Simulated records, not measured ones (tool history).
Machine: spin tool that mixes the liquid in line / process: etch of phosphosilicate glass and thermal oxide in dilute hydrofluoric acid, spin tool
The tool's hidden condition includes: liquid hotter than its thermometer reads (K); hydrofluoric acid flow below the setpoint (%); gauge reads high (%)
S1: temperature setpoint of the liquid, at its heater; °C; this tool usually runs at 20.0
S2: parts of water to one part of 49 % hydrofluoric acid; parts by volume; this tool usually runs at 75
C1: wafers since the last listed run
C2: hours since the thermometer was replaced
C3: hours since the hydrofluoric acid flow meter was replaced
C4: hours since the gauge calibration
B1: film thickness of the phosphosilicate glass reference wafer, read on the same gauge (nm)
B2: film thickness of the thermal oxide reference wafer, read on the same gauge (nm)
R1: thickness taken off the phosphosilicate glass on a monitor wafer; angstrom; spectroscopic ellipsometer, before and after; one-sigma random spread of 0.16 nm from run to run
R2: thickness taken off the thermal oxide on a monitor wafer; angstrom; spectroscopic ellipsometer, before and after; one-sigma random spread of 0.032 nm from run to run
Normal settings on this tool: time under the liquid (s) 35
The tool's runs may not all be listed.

run 1 hour=0.0 | S1=20.0 S2=75 time_under_the_liquid_(s)=40 | C1=0 C2=2249.3 C3=614.5 C4=138.9 | B1=69.76 B2=129.554 | R1=321.4 R2=23.58
run 2 hour=19.7 | S1=20.0 S2=75 time_under_the_liquid_(s)=35 | C1=266 C2=2269.0 C3=634.2 C4=158.6 | B1=69.67 B2=129.468 | R1=279.4 R2=20.62
run 3 hour=37.0 | S1=18.5 S2=75 time_under_the_liquid_(s)=35 | C1=233 C2=2286.3 C3=651.5 C4=175.9 | B1=69.68 B2=129.396 | R1=259.9 R2=19.69
-- hour=40.9 hydrofluoric acid flow meter replaced
run 4 hour=69.5 | S1=20.0 S2=75 time_under_the_liquid_(s)=20 | C1=425 C2=2318.8 C3=28.6 C4=208.4 | B1=69.60 B2=129.221 | R1=160.0 R2=11.87
run 5 hour=100.4 | S1=17.0 S2=75 time_under_the_liquid_(s)=50 | C1=417 C2=2349.7 C3=59.5 C4=239.3 | B1=69.46 B2=129.053 | R1=352.0 R2=25.86
run 6 hour=124.2 | S1=25.0 S2=115 time_under_the_liquid_(s)=25 | C1=321 C2=2373.5 C3=83.3 C4=263.1 | B1=69.40 B2=128.950 | R1=150.7 R2=11.40
run 7 hour=149.2 | S1=25.0 S2=75 time_under_the_liquid_(s)=35 | C1=337 C2=2398.5 C3=108.3 C4=288.1 | B1=69.33 B2=128.777 | R1=340.5 R2=25.78
run 8 hour=167.3 | S1=20.0 S2=75 time_under_the_liquid_(s)=35 | C1=244 C2=2416.6 C3=126.4 C4=306.2 | B1=69.29 B2=128.674 | R1=280.2 R2=20.93
run 9 hour=180.9 | S1=20.0 S2=100 time_under_the_liquid_(s)=30 | C1=183 C2=2430.2 C3=140.0 C4=319.8 | B1=69.24 B2=128.662 | R1=172.7 R2=13.19
run 10 hour=203.2 | S1=20.0 S2=75 time_under_the_liquid_(s)=35 | C1=301 C2=2452.5 C3=162.3 C4=342.1 | B1=69.20 B2=128.511 | R1=276.5 R2=20.63
-- hour=232.7 thermometer replaced
run 11 hour=237.9 | S1=20.0 S2=45 time_under_the_liquid_(s)=35 | C1=455 C2=5.2 C3=197.0 C4=376.8 | B1=69.08 B2=128.303 | R1=479.0 R2=35.83
run 12 hour=261.7 | S1=20.0 S2=60 time_under_the_liquid_(s)=25 | C1=321 C2=29.0 C3=220.8 C4=400.6 | B1=69.04 B2=128.196 | R1=255.6 R2=18.58
run 13 hour=288.0 | S1=18.5 S2=105 time_under_the_liquid_(s)=20 | C1=355 C2=55.3 C3=247.1 C4=426.9 | B1=68.95 B2=128.074 | R1=103.3 R2=7.84
run 14 hour=323.7 | S1=21.5 S2=75 time_under_the_liquid_(s)=25 | C1=482 C2=91.0 C3=282.8 C4=462.6 | B1=68.89 B2=127.875 | R1=213.1 R2=16.16
run 15 hour=348.1 | S1=20.0 S2=95 time_under_the_liquid_(s)=35 | C1=329 C2=115.4 C3=307.2 C4=487.0 | B1=68.79 B2=127.727 | R1=213.2 R2=15.91
run 16 hour=363.7 | S1=20.0 S2=75 time_under_the_liquid_(s)=35 | C1=210 C2=131.0 C3=322.8 C4=502.6 | B1=68.75 B2=127.671 | R1=278.0 R2=20.76
run 17 hour=391.2 | S1=20.0 S2=110 time_under_the_liquid_(s)=35 | C1=371 C2=158.5 C3=350.3 C4=530.1 | B1=68.67 B2=127.553 | R1=179.3 R2=13.58
run 18 hour=407.1 | S1=25.0 S2=115 time_under_the_liquid_(s)=55 | C1=214 C2=174.4 C3=366.2 C4=546.0 | B1=68.60 B2=127.427 | R1=326.0 R2=24.13
run 19 hour=445.2 | S1=20.0 S2=60 time_under_the_liquid_(s)=15 | C1=514 C2=212.5 C3=404.3 C4=584.1 | B1=68.53 B2=127.236 | R1=150.3 R2=11.59
run 20 hour=473.1 | S1=20.0 S2=75 time_under_the_liquid_(s)=35 | C1=376 C2=240.4 C3=432.2 C4=612.0 | B1=68.45 B2=127.134 | R1=274.9 R2=20.36
run 21 hour=493.3 | S1=20.0 S2=75 time_under_the_liquid_(s)=35 | C1=272 C2=260.6 C3=452.4 C4=632.2 | B1=68.40 B2=127.001 | R1=275.5 R2=20.78

The next listed run, before its measurement:
run 22 hour=512.4 | S1=17.0 S2=75 time_under_the_liquid_(s)=20 | C1=258 C2=279.7 C3=471.5 C4=651.3 | B1=? B2=? | R1=? R2=?

Run 22 gave B1 68.34, B2 126.875, R1 138.8 angstrom, R2 10.04 angstrom.
Take away the tool's hidden state, keep the run-to-run variation as it was, and the same run would have given R1 142.2 angstrom, R2 10.28 angstrom.
